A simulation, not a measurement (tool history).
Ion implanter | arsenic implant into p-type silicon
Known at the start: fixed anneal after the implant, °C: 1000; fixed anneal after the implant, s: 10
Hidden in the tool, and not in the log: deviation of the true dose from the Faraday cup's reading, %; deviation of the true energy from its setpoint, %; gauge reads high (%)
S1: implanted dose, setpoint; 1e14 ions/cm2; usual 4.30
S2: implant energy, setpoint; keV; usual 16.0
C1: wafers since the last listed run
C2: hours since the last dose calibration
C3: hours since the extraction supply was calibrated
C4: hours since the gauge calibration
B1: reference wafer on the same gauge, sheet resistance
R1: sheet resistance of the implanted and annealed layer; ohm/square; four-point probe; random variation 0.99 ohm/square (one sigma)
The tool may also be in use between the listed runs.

run 1 hour=0.0 | S1=4.30 S2=15.0 | C1=0 C2=1658.1 C3=2701.7 C4=631.8 | B1=188.92 | R1=227.69
run 2 hour=25.2 | S1=4.30 S2=15.0 | C1=306 C2=1683.3 C3=2726.9 C4=657.0 | B1=188.85 | R1=227.04
run 3 hour=49.9 | S1=4.30 S2=16.0 | C1=300 C2=1708.0 C3=2751.6 C4=681.7 | B1=188.87 | R1=224.88
run 4 hour=62.2 | S1=4.30 S2=16.0 | C1=149 C2=1720.3 C3=2763.9 C4=694.0 | B1=189.15 | R1=224.43
run 5 hour=77.8 | S1=4.30 S2=16.0 | C1=189 C2=1735.9 C3=2779.5 C4=709.6 | B1=189.23 | R1=223.21
run 6 hour=108.8 | S1=4.30 S2=16.0 | C1=377 C2=1766.9 C3=2810.5 C4=740.6 | B1=188.91 | R1=225.41
run 7 hour=139.3 | S1=4.30 S2=16.0 | C1=371 C2=1797.4 C3=2841.0 C4=771.1 | B1=189.03 | R1=224.81
run 8 hour=163.4 | S1=4.30 S2=16.0 | C1=293 C2=1821.5 C3=2865.1 C4=795.2 | B1=188.99 | R1=225.13
run 9 hour=184.0 | S1=4.30 S2=16.0 | C1=250 C2=1842.1 C3=2885.7 C4=815.8 | B1=189.03 | R1=225.23
-- hour=252.6 gauge calibrated
run 10 hour=272.5 | S1=4.30 S2=16.0 | C1=1076 C2=1930.6 C3=2974.2 C4=19.9 | B1=188.95 | R1=224.23
run 11 hour=300.9 | S1=4.30 S2=19.0 | C1=345 C2=1959.0 C3=3002.6 C4=48.3 | B1=188.99 | R1=219.45
run 12 hour=320.1 | S1=4.30 S2=19.0 | C1=233 C2=1978.2 C3=3021.8 C4=67.5 | B1=189.06 | R1=221.55
run 13 hour=348.9 | S1=4.30 S2=19.0 | C1=350 C2=2007.0 C3=3050.6 C4=96.3 | B1=189.03 | R1=220.08
run 14 hour=383.3 | S1=4.30 S2=16.0 | C1=418 C2=2041.4 C3=3085.0 C4=130.7 | B1=188.96 | R1=225.70
run 15 hour=418.6 | S1=4.30 S2=16.0 | C1=429 C2=2076.7 C3=3120.3 C4=166.0 | B1=189.18 | R1=225.46
run 16 hour=431.8 | S1=4.30 S2=16.0 | C1=160 C2=2089.9 C3=3133.5 C4=179.2 | B1=189.05 | R1=224.16
run 17 hour=460.9 | S1=4.30 S2=16.0 | C1=354 C2=2119.0 C3=3162.6 C4=208.3 | B1=189.01 | R1=224.11
run 18 hour=478.1 | S1=5.49 S2=11.5 | C1=209 C2=2136.2 C3=3179.8 C4=225.5 | B1=188.77 | R1=199.68
run 19 hour=493.0 | S1=4.30 S2=12.0 | C1=181 C2=2151.1 C3=3194.7 C4=240.4 | B1=188.99 | R1=232.97
run 20 hour=528.2 | S1=4.30 S2=16.0 | C1=428 C2=2186.3 C3=3229.9 C4=275.6 | B1=188.78 | R1=223.93
-- hour=551.8 Faraday cup replaced and dose calibrated
run 21 hour=552.7 | S1=3.40 S2=12.0 | C1=200 C2=0.9 C3=3254.4 C4=300.1 | B1=189.07 | R1=277.10
run 22 hour=569.5 | S1=3.83 S2=13.5 | C1=204 C2=17.7 C3=3271.2 C4=316.9 | B1=189.12 | R1=250.43
run 23 hour=594.2 | S1=3.45 S2=18.5 | C1=300 C2=42.4 C3=3295.9 C4=341.6 | B1=189.07 | R1=257.37
-- hour=626.3 extraction supply calibrated
run 24 hour=626.8 | S1=4.30 S2=12.5 | C1=299 C2=75.0 C3=0.5 C4=374.2 | B1=188.90 | R1=232.95
run 25 hour=641.1 | S1=5.44 S2=16.0 | C1=173 C2=89.3 C3=14.8 C4=388.5 | B1=189.00 | R1=191.17
run 26 hour=671.3 | S1=4.30 S2=16.0 | C1=367 C2=119.5 C3=45.0 C4=418.7 | B1=188.83 | R1=226.59
run 27 hour=698.8 | S1=4.30 S2=16.0 | C1=334 C2=147.0 C3=72.5 C4=446.2 | B1=189.12 | R1=225.53
run 28 hour=716.8 | S1=4.30 S2=16.0 | C1=219 C2=165.0 C3=90.5 C4=464.2 | B1=188.98 | R1=226.52
run 29 hour=744.4 | S1=5.16 S2=13.0 | C1=335 C2=192.6 C3=118.1 C4=491.8 | B1=188.84 | R1=204.07
run 30 hour=774.0 | S1=3.66 S2=20.0 | C1=360 C2=222.2 C3=147.7 C4=521.4 | B1=188.75 | R1=245.97
run 31 hour=802.8 | S1=5.02 S2=13.5 | C1=350 C2=251.0 C3=176.5 C4=550.2 | B1=188.93 | R1=207.16
run 32 hour=823.4 | S1=3.63 S2=20.5 | C1=250 C2=271.6 C3=197.1 C4=570.8 | B1=188.98 | R1=248.83
run 33 hour=843.2 | S1=4.30 S2=16.0 | C1=240 C2=291.4 C3=216.9 C4=590.6 | B1=189.04 | R1=225.99
run 34 hour=872.7 | S1=5.56 S2=13.5 | C1=358 C2=320.9 C3=246.4 C4=620.1 | B1=188.98 | R1=194.62
run 35 hour=905.8 | S1=4.72 S2=10.5 | C1=402 C2=354.0 C3=279.5 C4=653.2 | B1=189.00 | R1=221.56
run 36 hour=920.8 | S1=4.30 S2=17.5 | C1=182 C2=369.0 C3=294.5 C4=668.2 | B1=189.06 | R1=222.04
run 37 hour=943.9 | S1=4.30 S2=13.5 | C1=281 C2=392.1 C3=317.6 C4=691.3 | B1=189.13 | R1=229.82

The tool's hidden state at each run:
deviation of the true dose from the Faraday cup's reading, %: 0 in every run
deviation of the true energy from its setpoint, %: 0 in every run
gauge reads high (%): 0 in every run
